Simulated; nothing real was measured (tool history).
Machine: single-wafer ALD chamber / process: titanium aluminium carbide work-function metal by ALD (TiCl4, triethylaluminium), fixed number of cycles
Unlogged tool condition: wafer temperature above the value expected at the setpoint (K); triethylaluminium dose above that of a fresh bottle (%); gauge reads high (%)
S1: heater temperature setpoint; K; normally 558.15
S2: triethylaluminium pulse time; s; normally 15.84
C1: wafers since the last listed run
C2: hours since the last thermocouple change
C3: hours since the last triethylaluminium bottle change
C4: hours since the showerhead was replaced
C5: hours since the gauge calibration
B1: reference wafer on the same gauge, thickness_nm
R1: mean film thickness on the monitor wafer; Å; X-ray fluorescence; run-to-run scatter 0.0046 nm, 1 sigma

run	hour	S1	S2	C1	C2	C3	C4	C5	B1	R1
1	0	558.15	15.84	0	1834.2	960	4507.7	494.3	1.939	18.61
# hour 29.1: gauge calibrated
2	46.6	558.15	15.84	342	1880.8	1006.6	4554.3	17.5	1.941	18.67
3	260.2	558.15	15.84	1567	2094.4	1220.2	4767.9	231.1	1.94	18.65
4	309.6	558.15	15.84	362	2143.8	1269.6	4817.3	280.5	1.94	18.72
# hour 343.1: triethylaluminium bottle replaced
# hour 344.8: thermocouple changed; heater temperature recalibrated
5	360.9	558.15	15.84	305	16.1	17.8	4868.6	331.8	1.94	18.31
# hour 464.4: showerhead replaced
6	464.9	562.15	15.84	704	120.1	121.8	0.5	435.8	1.94	18.66
7	554.1	558.15	15.84	654	209.3	211	89.7	525	1.94	18.44
# hour 628.2: gauge calibrated
8	651.5	554.15	20.55	714	306.7	308.4	187.1	23.3	1.94	18.17
9	687.6	558.15	15.84	264	342.8	344.5	223.2	59.4	1.94	18.41
10	741.6	569.15	20.76	396	396.8	398.5	277.2	113.4	1.94	19.38
11	812.6	558.15	9.85	521	467.8	469.5	348.2	184.4	1.941	18.27
12	920.1	565.15	11.31	789	575.3	577	455.7	291.9	1.941	18.91
13	973.4	571.15	21.48	391	628.6	630.3	509	345.2	1.94	19.49
14	1023.5	544.15	18.54	367	678.7	680.4	559.1	395.3	1.94	17.29

Some steps in R1, run to run, broken into two amounts with sign: the step expected even without the hidden condition (settings, incoming material, random variation), and the rest, left for the hidden condition together with whatever gauge scatter is not in both the measured and the hidden-condition-free result:
Run 4 -> 5: triethylaluminium bottle replaced, thermocouple changed; heater temperature recalibrated. R1 -0.41 Å: hidden state -0.33, all else -0.08.
Run 13 -> 14: S1 571.15 -> 544.15, S2 21.48 -> 18.54. R1 -2.2 Å: hidden state +0.01, all else -2.21.

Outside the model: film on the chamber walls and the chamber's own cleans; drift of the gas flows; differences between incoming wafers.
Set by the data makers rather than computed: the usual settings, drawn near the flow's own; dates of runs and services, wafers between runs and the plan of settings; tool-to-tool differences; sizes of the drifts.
